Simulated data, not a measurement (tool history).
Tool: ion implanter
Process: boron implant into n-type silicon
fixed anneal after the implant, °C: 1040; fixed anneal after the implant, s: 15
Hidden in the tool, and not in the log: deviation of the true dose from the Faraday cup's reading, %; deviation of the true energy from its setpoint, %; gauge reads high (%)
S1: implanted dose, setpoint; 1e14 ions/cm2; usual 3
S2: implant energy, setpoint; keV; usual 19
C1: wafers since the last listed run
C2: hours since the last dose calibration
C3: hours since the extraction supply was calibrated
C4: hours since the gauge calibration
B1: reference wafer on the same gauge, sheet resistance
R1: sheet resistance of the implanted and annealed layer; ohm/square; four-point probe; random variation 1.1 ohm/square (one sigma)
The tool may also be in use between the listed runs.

Run 1, hour 0: usual settings but S1 2.3 1e14 ions/cm2, S2 21.5 keV; C1 0; C2 217.5; C3 1910.8; C4 222.1; B1 344.64. Result: R1 375.2 ohm/square.
Run 2, hour 27.1: usual settings but S1 2.3 1e14 ions/cm2, S2 21.5 keV; C1 665; C2 244.6; C3 1937.9; C4 249.2; B1 344.16. Result: R1 375.54 ohm/square.
Run 3, hour 59.2: usual settings but S1 2.3 1e14 ions/cm2, S2 21.5 keV; C1 788; C2 276.7; C3 1970; C4 281.3; B1 343.84. Result: R1 376.73 ohm/square.
Run 4, hour 84.8: usual settings but S1 2.31 1e14 ions/cm2, S2 14.5 keV; C1 628; C2 302.3; C3 1995.6; C4 306.9; B1 343.16. Result: R1 390.92 ohm/square.
Run 5, hour 109.9: usual settings but S1 2.31 1e14 ions/cm2, S2 14.5 keV; C1 616; C2 327.4; C3 2020.7; C4 332; B1 342.58. Result: R1 393.66 ohm/square.
Run 6, hour 144.8: usual settings; C1 857; C2 362.3; C3 2055.6; C4 366.9; B1 342.66. Result: R1 305.08 ohm/square.
Run 7, hour 159.8: usual settings; C1 368; C2 377.3; C3 2070.6; C4 381.9; B1 342.02. Result: R1 305.72 ohm/square.
Run 8, hour 195.1: usual settings; C1 867; C2 412.6; C3 2105.9; C4 417.2; B1 341.9. Result: R1 304.28 ohm/square.
Run 9, hour 227: usual settings; C1 783; C2 444.5; C3 2137.8; C4 449.1; B1 341.22. Result: R1 303.23 ohm/square.
Run 10, hour 259.4: usual settings but S2 24.5 keV; C1 795; C2 476.9; C3 2170.2; C4 481.5; B1 340.34. Result: R1 296.08 ohm/square.
Run 11, hour 366: usual settings but S2 24.5 keV; C1 2618; C2 583.5; C3 2276.8; C4 588.1; B1 339.36. Result: R1 294.97 ohm/square.
Run 12, hour 388.9: usual settings; C1 562; C2 606.4; C3 2299.7; C4 611; B1 339.1. Result: R1 300.36 ohm/square.
At hour 390.3: gauge calibrated.
Run 13, hour 410.6: usual settings; C1 533; C2 628.1; C3 2321.4; C4 20.3; B1 346.21. Result: R1 309.29 ohm/square.
Run 14, hour 425.9: usual settings; C1 375; C2 643.4; C3 2336.7; C4 35.6; B1 345.99. Result: R1 309.55 ohm/square.
Run 15, hour 441.7: usual settings; C1 388; C2 659.2; C3 2352.5; C4 51.4; B1 345.95. Result: R1 309.24 ohm/square.
Run 16, hour 461.7: usual settings but S1 3.61 1e14 ions/cm2; C1 491; C2 679.2; C3 2372.5; C4 71.4; B1 345.13. Result: R1 264.71 ohm/square.
Run 17, hour 476.9: usual settings but S1 3.34 1e14 ions/cm2; C1 373; C2 694.4; C3 2387.7; C4 86.6; B1 345.07. Result: R1 281.79 ohm/square.
At hour 487.5: extraction supply calibrated.
At hour 494.2: Faraday cup replaced and dose calibrated.
Run 18, hour 512.3: usual settings; C1 507; C2 18.1; C3 24.8; C4 122; B1 344.48. Result: R1 306.81 ohm/square.
Run 19, hour 526: usual settings but S1 2.34 1e14 ions/cm2; C1 336; C2 31.8; C3 38.5; C4 135.7; B1 344.56. Result: R1 377.57 ohm/square.
Run 20, hour 551: usual settings but S1 3.35 1e14 ions/cm2; C1 614; C2 56.8; C3 63.5; C4 160.7; B1 344.37. Result: R1 279.79 ohm/square.
Run 21, hour 582.4: usual settings but S2 13.5 keV; C1 771; C2 88.2; C3 94.9; C4 192.1; B1 343.89. Result: R1 319.43 ohm/square.
Run 22, hour 595.3: usual settings but S1 3.52 1e14 ions/cm2, S2 23.5 keV; C1 316; C2 101.1; C3 107.8; C4 205; B1 343.56. Result: R1 263.69 ohm/square.
Run 23, hour 614.9: usual settings but S1 3.63 1e14 ions/cm2, S2 23 keV; C1 481; C2 120.7; C3 127.4; C4 224.6; B1 343.43. Result: R1 257.07 ohm/square.
Run 24, hour 646.4: usual settings but S1 2.77 1e14 ions/cm2, S2 13.5 keV; C1 773; C2 152.2; C3 158.9; C4 256.1; B1 342.67. Result: R1 338.68 ohm/square.
Run 25, hour 674.7: usual settings; C1 695; C2 180.5; C3 187.2; C4 284.4; B1 342.64. Result: R1 305.77 ohm/square.
Run 26, hour 743.9: usual settings; C1 1699; C2 249.7; C3 256.4; C4 353.6; B1 341.16. Result: R1 305.26 ohm/square.
Run 27, hour 765.6: usual settings but S1 3.27 1e14 ions/cm2, S2 13 keV; C1 533; C2 271.4; C3 278.1; C4 375.3; B1 341.02. Result: R1 295.81 ohm/square.
Run 28, hour 777.8: usual settings but S1 2.16 1e14 ions/cm2, S2 21.5 keV; C1 299; C2 283.6; C3 290.3; C4 387.5; B1 340.52. Result: R1 394.64 ohm/square.
Run 29, hour 802: usual settings but S1 2.31 1e14 ions/cm2, S2 14.5 keV; C1 594; C2 307.8; C3 314.5; C4 411.7; B1 340.62. Result: R1 388.61 ohm/square.
Run 30, hour 824.6: usual settings but S1 2.34 1e14 ions/cm2; C1 555; C2 330.4; C3 337.1; C4 434.3; B1 340.34. Result: R1 371.9 ohm/square.
Run 31, hour 856: usual settings but S1 2.5 1e14 ions/cm2, S2 16 keV; C1 771; C2 361.8; C3 368.5; C4 465.7; B1 339.76. Result: R1 359.41 ohm/square.
Run 32, hour 878.6: usual settings but S1 2.25 1e14 ions/cm2, S2 12.5 keV; C1 555; C2 384.4; C3 391.1; C4 488.3; B1 339.65. Result: R1 403.93 ohm/square.
Run 33, hour 907.6: usual settings but S1 3.69 1e14 ions/cm2; C1 712; C2 413.4; C3 420.1; C4 517.3; B1 339.72. Result: R1 255.91 ohm/square.
Run 34, hour 922.7: usual settings but S1 3.35 1e14 ions/cm2; C1 370; C2 428.5; C3 435.2; C4 532.4; B1 339.06. Result: R1 278.15 ohm/square.

The tool's hidden state at each run:
deviation of the true dose from the Faraday cup's reading, %: 0 in every run
deviation of the true energy from its setpoint, %: 0 in every run
H1: gauge reads high (%)
run      H1
  1  -0.741
  2  -0.849
  3  -0.977
  4   -1.08
  5   -1.18
  6   -1.32
  7   -1.38
  8   -1.52
  9   -1.65
 10   -1.78
 11    -2.2
 12    -2.3
 13  -0.252
 14  -0.313
 15  -0.376
 16  -0.456
 17  -0.517
 18  -0.659
 19  -0.714
 20  -0.814
 21  -0.939
 22  -0.991
 23   -1.07
 24    -1.2
 25   -1.31
 26   -1.59
 27   -1.67
 28   -1.72
 29   -1.82
 30   -1.91
 31   -2.03
 32   -2.12
 33   -2.24
 34    -2.3
